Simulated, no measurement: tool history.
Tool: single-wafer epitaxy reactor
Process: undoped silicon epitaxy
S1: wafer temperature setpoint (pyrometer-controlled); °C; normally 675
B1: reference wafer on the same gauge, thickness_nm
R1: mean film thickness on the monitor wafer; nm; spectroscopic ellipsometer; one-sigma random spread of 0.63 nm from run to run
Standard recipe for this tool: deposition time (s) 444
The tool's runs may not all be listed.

Run 1, hour 0: usual settings; B1 133.189. Result: R1 126.966 nm.
Run 2, hour 9.8: usual settings; B1 132.789. Result: R1 126.717 nm.
Run 3, hour 18.1: usual settings; B1 133.446. Result: R1 127.302 nm.
Run 4, hour 25.9: usual settings; B1 132.913. Result: R1 125.82 nm.
Run 5, hour 38: usual settings; B1 133.061. Result: R1 126.805 nm.
Run 6, hour 45.4: usual settings; B1 132.843. Result: R1 126.996 nm.
Run 7, hour 51.9: usual settings; B1 133.063. Result: R1 127.109 nm.
Run 8, hour 68.9: usual settings; B1 133.199. Result: R1 127.912 nm.
Run 9, hour 86.3: usual settings; B1 133.117. Result: R1 126.214 nm.
Run 10, hour 101.6: usual settings; B1 132.787. Result: R1 125.972 nm.
Run 11, hour 111.5: usual settings; B1 133.328. Result: R1 127.458 nm.
Run 12, hour 125.8: usual settings but deposition time (s) 496; B1 133.446. Result: R1 142.132 nm.
Run 13, hour 141.7: usual settings but deposition time (s) 496; B1 133.044. Result: R1 140.954 nm.
Run 14, hour 155.4: usual settings but deposition time (s) 496; B1 132.833. Result: R1 140.619 nm.
Run 15, hour 165: usual settings but S1 682 °C; B1 133.38. Result: R1 148.513 nm.
Run 16, hour 175.3: usual settings but S1 682 °C; B1 132.75. Result: R1 149.503 nm.
Run 17, hour 185.7: usual settings; B1 132.892. Result: R1 127.196 nm.
Run 18, hour 210.3: usual settings; B1 132.883. Result: R1 127.107 nm.
Run 19, hour 218.8: usual settings; B1 132.976. Result: R1 126.97 nm.
Run 20, hour 231.5: usual settings but S1 669 °C, deposition time (s) 478; B1 132.809. Result: R1 118.179 nm.
Run 21, hour 248.7: usual settings but S1 690 °C, deposition time (s) 407; B1 132.609. Result: R1 165.008 nm.
Run 22, hour 264: usual settings but S1 679 °C, deposition time (s) 483; B1 132.966. Result: R1 152.833 nm.
Run 23, hour 275.1: usual settings; B1 132.929. Result: R1 127.816 nm.
Run 24, hour 282.1: usual settings; B1 132.85. Result: R1 125.855 nm.
Run 25, hour 288.3: usual settings but S1 685 °C, deposition time (s) 419; B1 132.835. Result: R1 152.366 nm.
Run 26, hour 301.5: usual settings but S1 663 °C, deposition time (s) 531; B1 132.96. Result: R1 113.316 nm.
Run 27, hour 313.9: usual settings but deposition time (s) 361; B1 133.034. Result: R1 103.342 nm.
Run 28, hour 326.2: usual settings but S1 661 °C, deposition time (s) 363; B1 132.739. Result: R1 74.577 nm.
Run 29, hour 339: usual settings but S1 682 °C, deposition time (s) 519; B1 133.048. Result: R1 174.5 nm.
Run 30, hour 350: usual settings but deposition time (s) 421; B1 133.175. Result: R1 119.888 nm.
Run 31, hour 366.8: usual settings but deposition time (s) 525; B1 133.286. Result: R1 149.166 nm.
Run 32, hour 382.8: usual settings but S1 679 °C, deposition time (s) 483; B1 132.82. Result: R1 150.459 nm.
Run 33, hour 391.5: usual settings but S1 668 °C, deposition time (s) 494; B1 133.007. Result: R1 119.387 nm.
Run 34, hour 407.2: usual settings; B1 132.871. Result: R1 126.926 nm.
Run 35, hour 415.2: usual settings but S1 665 °C, deposition time (s) 410; B1 133.159. Result: R1 91.702 nm.
Run 36, hour 426.2: usual settings; B1 132.983. Result: R1 126.799 nm.
Run 37, hour 438.4: usual settings but S1 679 °C, deposition time (s) 408; B1 133.027. Result: R1 127.808 nm.
Run 38, hour 449.4: usual settings but S1 666 °C, deposition time (s) 375; B1 133.13. Result: R1 86.417 nm.
Run 39, hour 476: usual settings but S1 688 °C, deposition time (s) 471; B1 132.894. Result: R1 180.511 nm.

Not shown here: 2 entries made in the log between runs. Locate each between two listed runs and compare the hidden state at the listed run before it with the hidden state at the listed run after it:
Runs 17 to 18: gauge calibrated (hour 206.2)
  no difference in the tool's unlogged condition between these two runs
Runs 29 to 30: pyrometer calibrated (hour 349.2)
  no difference in the tool's unlogged condition between these two runs

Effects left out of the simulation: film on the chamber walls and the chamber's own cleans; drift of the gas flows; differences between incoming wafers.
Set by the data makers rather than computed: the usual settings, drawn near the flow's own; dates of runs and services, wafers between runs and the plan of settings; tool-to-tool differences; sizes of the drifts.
